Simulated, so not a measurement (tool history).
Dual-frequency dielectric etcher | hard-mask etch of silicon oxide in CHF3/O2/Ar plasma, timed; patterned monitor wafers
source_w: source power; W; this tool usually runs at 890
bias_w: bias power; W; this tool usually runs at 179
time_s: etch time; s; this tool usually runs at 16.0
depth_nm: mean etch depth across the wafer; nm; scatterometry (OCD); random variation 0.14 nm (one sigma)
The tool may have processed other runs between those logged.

run   hour  source_w  bias_w  time_s  wafers since the last listed run  hours since the last wet clean  hours since the last source power generator calibration  hours since the last bias power generator calibration  hours since the last upper electrode change  hours since the gauge calibration  read-back reference wafer on the same gauge, depth_nm  depth_nm
  1    0.0       890     179    16.0                                 0                           255.2                                                   3833.4                                                   40.5                                         66.5                             1039.2                                                  38.49     34.74
  2   22.2       890     179    16.0                               423                           277.4                                                   3855.6                                                   62.7                                         88.7                             1061.4                                                  38.51     34.75
  3   51.2       890     179    16.0                               553                           306.4                                                   3884.6                                                   91.7                                        117.7                             1090.4                                                  38.48     34.76
  4   70.7       890     179    16.0                               372                           325.9                                                   3904.1                                                  111.2                                        137.2                             1109.9                                                  38.49     34.94
     115.7  -- wet clean of the chamber
  5  116.2      1010     179    16.0                               410                             0.5                                                   3949.6                                                  156.7                                        182.7                             1155.4                                                  38.48     35.98
  6  197.0      1070     179    12.0                              1543                            81.3                                                   4030.4                                                  237.5                                        263.5                             1236.2                                                  38.42     27.55
  7  225.6       890     192    13.0                               546                           109.9                                                   4059.0                                                  266.1                                        292.1                             1264.8                                                  38.51     28.78
  8  260.7       890     142    16.0                               670                           145.0                                                   4094.1                                                  301.2                                        327.2                             1299.9                                                  38.51     32.98
     266.3  -- source power generator calibrated
     292.2  -- gauge calibrated
  9  294.6      1100     135    20.5                               571                           178.9                                                     28.3                                                  335.1                                        361.1                                2.4                                                  38.52     45.03
 10  322.4      1020     179    16.0                               530                           206.7                                                     56.1                                                  362.9                                        388.9                               30.2                                                  38.55     36.34
 11  345.5       830     146    16.0                               441                           229.8                                                     79.2                                                  386.0                                        412.0                               53.3                                                  38.49     32.42
 12  370.8       890     179    20.5                               483                           255.1                                                    104.5                                                  411.3                                        437.3                               78.6                                                  38.49     44.47
 13  406.7       700     156    12.0                               685                           291.0                                                    140.4                                                  447.2                                        473.2                              114.5                                                  38.56     23.60
     434.9  -- wet clean of the chamber
 14  437.4       890     215    13.0                               127                             2.5                                                    171.1                                                  477.9                                        503.9                              145.2                                                  38.50     29.50
 15  466.3       760     214    16.0                               551                            31.4                                                    200.0                                                  506.8                                        532.8                              174.1                                                  38.44     34.97
 16  501.7       890     179    16.0                               676                            66.8                                                    235.4                                                  542.2                                        568.2                              209.5                                                  38.48     34.96
 17  533.8       890     179    16.0                               613                            98.9                                                    267.5                                                  574.3                                        600.3                              241.6                                                  38.51     35.06
 18  548.1       720     149    20.5                               273                           113.2                                                    281.8                                                  588.6                                        614.6                              255.9                                                  38.53     40.23
 19  565.8      1010     179    17.5                               338                           130.9                                                    299.5                                                  606.3                                        632.3                              273.6                                                  38.44     39.45
 20  590.3       890     221    12.5                               467                           155.4                                                    324.0                                                  630.8                                        656.8                              298.1                                                  38.50     28.56
 21  624.3       890     179    16.0                               649                           189.4                                                    358.0                                                  664.8                                        690.8                              332.1                                                  38.51     34.77
 22  648.8      1100     151    12.0                               467                           213.9                                                    382.5                                                  689.3                                        715.3                              356.6                                                  38.53     26.88
 23  677.9       830     146    16.0                               555                           243.0                                                    411.6                                                  718.4                                        744.4                              385.7                                                  38.48     32.69
 24  698.6       890     179    16.0                               395                           263.7                                                    432.3                                                  739.1                                        765.1                              406.4                                                  38.51     34.70
 25  720.1       890     191    16.0                               410                           285.2                                                    453.8                                                  760.6                                        786.6                              427.9                                                  38.55     35.45
 26  738.5       780     137    13.0                               351                           303.6                                                    472.2                                                  779.0                                        805.0                              446.3                                                  38.48     25.63
 27  772.5       980     149    19.5                               649                           337.6                                                    506.2                                                  813.0                                        839.0                              480.3                                                  38.48     41.70
 28  788.7       890     179    16.0                               309                           353.8                                                    522.4                                                  829.2                                        855.2                              496.5                                                  38.51     34.76
     818.5  -- wet clean of the chamber
 29  819.0      1040     179    16.0                               120                             0.5                                                    552.7                                                  859.5                                        885.5                              526.8                                                  38.52     36.49

Describe how what the log doesn't record of the tool's condition differs between the last listed run preceding each entry between runs and the first listed run following it.
From run 4 to run 5: wet clean of the chamber (hour 115.7)
  nothing in the hidden state changes from one run to the other
From run 8 to run 9: source power generator calibrated (hour 266.3); gauge calibrated (hour 292.2)
  nothing in the hidden state changes from one run to the other
From run 13 to run 14: wet clean of the chamber (hour 434.9)
  nothing in the hidden state changes from one run to the other
From run 28 to run 29: wet clean of the chamber (hour 818.5)
  nothing in the hidden state changes from one run to the other
